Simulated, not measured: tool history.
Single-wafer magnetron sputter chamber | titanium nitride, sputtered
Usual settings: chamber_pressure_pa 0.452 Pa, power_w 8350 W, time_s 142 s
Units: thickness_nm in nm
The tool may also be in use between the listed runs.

run   hour  chamber_pressure_pa  power_w  time_s  read-back reference wafer on the same gauge, thickness_nm  thickness_nm
  1      0                0.452     8350     142                                                    206.211       193.213
  2   16.8                0.452     8350     142                                                    205.922       193.524
  3   23.4                0.508     8350     142                                                    205.892        189.34
  4   35.5                0.508     8350     142                                                    205.885       190.079
        69  -- magnet pack replaced
      69.8  -- sputter target and shields replaced
  5   73.6                0.508     8350     142                                                    205.868       210.905
      84.9  -- capacitance manometer re-zeroed and calibrated
  6   85.4                0.452     8350     133                                                    206.136       199.841
  7     94                0.452     8350     142                                                    206.006       213.554
  8  102.2                 0.54     8350     142                                                    205.947       205.919
  9    114                0.452     6650     152                                                    206.045       190.413
 10  120.1                0.452     8350     142                                                    205.923       210.922
 11  136.4                0.452     8350     129                                                    206.025       190.776
 12  151.4                0.452     8350     142                                                    206.077       210.943

Forecast run 13:
       158  -- gauge calibrated
 13  166.2                0.599     6500     130                                                          ?             ?

Run 13 gave read-back reference wafer on the same gauge, thickness_nm 206.092, thickness_nm 150.068 nm.
Without the tool's hidden state the same run would have given thickness_nm 159.964 nm.

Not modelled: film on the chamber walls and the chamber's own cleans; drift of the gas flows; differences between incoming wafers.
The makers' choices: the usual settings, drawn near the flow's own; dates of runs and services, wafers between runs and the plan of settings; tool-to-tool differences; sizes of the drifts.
